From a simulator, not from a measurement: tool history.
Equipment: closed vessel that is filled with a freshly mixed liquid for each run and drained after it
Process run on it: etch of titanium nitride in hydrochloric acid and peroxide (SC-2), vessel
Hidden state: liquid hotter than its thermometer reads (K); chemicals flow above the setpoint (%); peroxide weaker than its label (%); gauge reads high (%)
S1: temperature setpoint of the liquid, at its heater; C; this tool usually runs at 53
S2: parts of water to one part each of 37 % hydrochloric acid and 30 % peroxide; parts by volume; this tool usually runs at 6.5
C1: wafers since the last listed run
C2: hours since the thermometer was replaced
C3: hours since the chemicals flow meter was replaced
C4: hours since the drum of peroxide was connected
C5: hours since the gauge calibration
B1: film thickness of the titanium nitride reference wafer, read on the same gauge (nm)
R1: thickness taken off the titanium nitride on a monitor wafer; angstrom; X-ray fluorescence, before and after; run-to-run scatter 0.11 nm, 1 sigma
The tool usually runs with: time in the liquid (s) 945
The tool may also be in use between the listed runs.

run 1 hour=0 | S1=53 S2=7.5 time_in_the_liquid_(s)=945 | C1=0 C2=1991.4 C3=2237.6 C4=303.1 C5=63 | B1=79.99 | R1=421.1
run 2 hour=15.6 | S1=53 S2=6.5 time_in_the_liquid_(s)=945 | C1=1013 C2=2007 C3=2253.2 C4=318.7 C5=78.6 | B1=79.99 | R1=471
run 3 hour=30.2 | S1=53 S2=6.5 time_in_the_liquid_(s)=945 | C1=948 C2=2021.6 C3=2267.8 C4=333.3 C5=93.2 | B1=80.01 | R1=474.1
run 4 hour=37 | S1=53 S2=6.5 time_in_the_liquid_(s)=945 | C1=441 C2=2028.4 C3=2274.6 C4=340.1 C5=100 | B1=80.01 | R1=474
run 5 hour=45.7 | S1=53 S2=6.5 time_in_the_liquid_(s)=945 | C1=565 C2=2037.1 C3=2283.3 C4=348.8 C5=108.7 | B1=79.99 | R1=471.5
run 6 hour=59.8 | S1=53 S2=6.5 time_in_the_liquid_(s)=945 | C1=916 C2=2051.2 C3=2297.4 C4=362.9 C5=122.8 | B1=79.96 | R1=471.5
run 7 hour=66.7 | S1=53 S2=6.5 time_in_the_liquid_(s)=945 | C1=448 C2=2058.1 C3=2304.3 C4=369.8 C5=129.7 | B1=80 | R1=469.6
run 8 hour=80.4 | S1=49 S2=7.5 time_in_the_liquid_(s)=635 | C1=890 C2=2071.8 C3=2318 C4=383.5 C5=143.4 | B1=80.04 | R1=219.4
run 9 hour=90.2 | S1=53 S2=9.5 time_in_the_liquid_(s)=945 | C1=636 C2=2081.6 C3=2327.8 C4=393.3 C5=153.2 | B1=79.99 | R1=347.3
run 10 hour=104.8 | S1=53 S2=6.5 time_in_the_liquid_(s)=945 | C1=948 C2=2096.2 C3=2342.4 C4=407.9 C5=167.8 | B1=80.01 | R1=472.6
-- hour=108.1 gauge calibrated
-- hour=116.9 chemicals flow meter replaced
-- hour=117 new drum of peroxide connected
run 11 hour=118.1 | S1=53 S2=8.5 time_in_the_liquid_(s)=1330 | C1=789 C2=2109.5 C3=1.2 C4=1.1 C5=10 | B1=80 | R1=556.5
-- hour=122.6 thermometer replaced
run 12 hour=135.4 | S1=59 S2=8 time_in_the_liquid_(s)=420 | C1=1059 C2=12.8 C3=18.5 C4=18.4 C5=27.3 | B1=79.98 | R1=224.9
run 13 hour=151.6 | S1=53 S2=6.5 time_in_the_liquid_(s)=945 | C1=1052 C2=29 C3=34.7 C4=34.6 C5=43.5 | B1=79.99 | R1=405.4

Expected results for the next run?
run 14 hour=165.8 | S1=47 S2=5 time_in_the_liquid_(s)=1260 | C1=922 C2=43.2 C3=48.9 C4=48.8 C5=57.7 | B1=? | R1=?

{"run 14": {"B1": 80.03, "R1": 441.8}}
Had the tool carried no hidden state, the very same run would have given R1 433.3 angstrom.
